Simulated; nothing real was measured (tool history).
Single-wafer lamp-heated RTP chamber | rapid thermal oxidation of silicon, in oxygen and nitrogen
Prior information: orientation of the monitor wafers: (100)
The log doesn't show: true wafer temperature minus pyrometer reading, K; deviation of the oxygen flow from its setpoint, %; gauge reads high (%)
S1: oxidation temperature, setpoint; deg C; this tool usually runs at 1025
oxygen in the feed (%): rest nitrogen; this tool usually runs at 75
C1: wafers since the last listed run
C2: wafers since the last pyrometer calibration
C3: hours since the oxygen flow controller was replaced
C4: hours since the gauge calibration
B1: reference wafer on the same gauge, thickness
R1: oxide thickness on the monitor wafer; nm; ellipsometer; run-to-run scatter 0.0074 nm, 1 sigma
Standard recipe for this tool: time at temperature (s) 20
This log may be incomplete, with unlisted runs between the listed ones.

{"run": 1, "hour": 0.0, "S1": 1042, "time at temperature (s)": 20, "oxygen in the feed (%)": 75, "C1": 0, "C2": 8533, "C3": 5414.9, "C4": 60.2, "B1": 4.508, "R1": 4.529}
{"run": 2, "hour": 6.0, "S1": 1042, "time at temperature (s)": 20, "oxygen in the feed (%)": 75, "C1": 38, "C2": 8571, "C3": 5420.9, "C4": 66.2, "B1": 4.511, "R1": 4.547}
{"run": 3, "hour": 15.9, "S1": 1025, "time at temperature (s)": 20, "oxygen in the feed (%)": 75, "C1": 63, "C2": 8635, "C3": 5430.8, "C4": 76.1, "B1": 4.514, "R1": 4.063}
{"run": 4, "hour": 27.4, "S1": 1025, "time at temperature (s)": 20, "oxygen in the feed (%)": 83, "C1": 73, "C2": 8708, "C3": 5442.3, "C4": 87.6, "B1": 4.51, "R1": 4.179}
{"run": 5, "hour": 34.7, "S1": 1025, "time at temperature (s)": 20, "oxygen in the feed (%)": 83, "C1": 46, "C2": 8755, "C3": 5449.6, "C4": 94.9, "B1": 4.507, "R1": 4.213}
{"run": 6, "hour": 46.4, "S1": 1025, "time at temperature (s)": 20, "oxygen in the feed (%)": 83, "C1": 74, "C2": 8830, "C3": 5461.3, "C4": 106.6, "B1": 4.511, "R1": 4.198}
{"run": 7, "hour": 53.3, "S1": 1001, "time at temperature (s)": 20, "oxygen in the feed (%)": 75, "C1": 44, "C2": 8874, "C3": 5468.2, "C4": 113.5, "B1": 4.512, "R1": 3.465}
{"hour": 72.9, "done": "oxygen flow controller replaced"}
{"run": 8, "hour": 73.4, "S1": 1001, "time at temperature (s)": 20, "oxygen in the feed (%)": 75, "C1": 77, "C2": 8951, "C3": 0.5, "C4": 133.6, "B1": 4.507, "R1": 3.477}
{"run": 9, "hour": 83.8, "S1": 1001, "time at temperature (s)": 20, "oxygen in the feed (%)": 75, "C1": 66, "C2": 9018, "C3": 10.9, "C4": 144, "B1": 4.504, "R1": 3.468}
{"run": 10, "hour": 100.7, "S1": 1044, "time at temperature (s)": 12, "oxygen in the feed (%)": 89, "C1": 108, "C2": 9126, "C3": 27.8, "C4": 160.9, "B1": 4.508, "R1": 3.989}
{"run": 11, "hour": 109.4, "S1": 1008, "time at temperature (s)": 10, "oxygen in the feed (%)": 96, "C1": 55, "C2": 9181, "C3": 36.5, "C4": 169.6, "B1": 4.509, "R1": 3.053}
{"run": 12, "hour": 117.1, "S1": 1047, "time at temperature (s)": 30, "oxygen in the feed (%)": 46, "C1": 49, "C2": 9231, "C3": 44.2, "C4": 177.3, "B1": 4.506, "R1": 4.692}
{"run": 13, "hour": 138.9, "S1": 1051, "time at temperature (s)": 20, "oxygen in the feed (%)": 75, "C1": 139, "C2": 9370, "C3": 66, "C4": 199.1, "B1": 4.51, "R1": 4.805}
{"hour": 140.8, "done": "gauge calibrated"}
{"hour": 154.8, "done": "pyrometer window cleaned and pyrometer calibrated"}
{"run": 14, "hour": 155.3, "S1": 1025, "time at temperature (s)": 20, "oxygen in the feed (%)": 75, "C1": 53, "C2": 3, "C3": 82.4, "C4": 14.5, "B1": 4.512, "R1": 3.769}
{"run": 15, "hour": 155.6, "S1": 997, "time at temperature (s)": 20, "oxygen in the feed (%)": 64, "C1": 1, "C2": 5, "C3": 82.7, "C4": 14.8, "B1": 4.509, "R1": 3.036}
{"run": 16, "hour": 162.2, "S1": 1025, "time at temperature (s)": 20, "oxygen in the feed (%)": 89, "C1": 42, "C2": 47, "C3": 89.3, "C4": 21.4, "B1": 4.513, "R1": 4}
{"run": 17, "hour": 182.1, "S1": 1025, "time at temperature (s)": 20, "oxygen in the feed (%)": 75, "C1": 127, "C2": 174, "C3": 109.2, "C4": 41.3, "B1": 4.512, "R1": 3.788}
{"run": 18, "hour": 192.5, "S1": 1051, "time at temperature (s)": 12, "oxygen in the feed (%)": 51, "C1": 66, "C2": 241, "C3": 119.6, "C4": 51.7, "B1": 4.508, "R1": 3.282}
{"run": 19, "hour": 201.6, "S1": 1053, "time at temperature (s)": 13, "oxygen in the feed (%)": 60, "C1": 58, "C2": 299, "C3": 128.7, "C4": 60.8, "B1": 4.507, "R1": 3.612}

5 options for the next run, each taken on its own from the tool as it stands now. Forecast them:
{"run": "A", "hour": 202.1, "S1": 1025, "time at temperature (s)": 20, "oxygen in the feed (%)": 75, "C1": 3, "C2": 302, "C3": 129.2, "C4": 61.3, "B1": "?", "R1": "?"}
{"run": "B", "hour": 202.1, "S1": 996, "time at temperature (s)": 20, "oxygen in the feed (%)": 60, "C1": 3, "C2": 302, "C3": 129.2, "C4": 61.3, "B1": "?", "R1": "?"}
{"run": "C", "hour": 202.1, "S1": 1052, "time at temperature (s)": 20, "oxygen in the feed (%)": 75, "C1": 3, "C2": 302, "C3": 129.2, "C4": 61.3, "B1": "?", "R1": "?"}
{"run": "D", "hour": 202.1, "S1": 996, "time at temperature (s)": 20, "oxygen in the feed (%)": 75, "C1": 3, "C2": 302, "C3": 129.2, "C4": 61.3, "B1": "?", "R1": "?"}
{"run": "E", "hour": 202.1, "S1": 1025, "time at temperature (s)": 11, "oxygen in the feed (%)": 95, "C1": 3, "C2": 302, "C3": 129.2, "C4": 61.3, "B1": "?", "R1": "?"}

run=A B1=4.511 R1=3.798
run=B B1=4.511 R1=2.974
run=C B1=4.511 R1=4.539
run=D B1=4.511 R1=3.161
run=E B1=4.511 R1=3.285
Take away the tool's hidden state, keep each run's random variation, and the runs would have read:
run=A R1=3.763
run=B R1=2.95
run=C R1=4.497
run=D R1=3.134
run=E R1=3.257
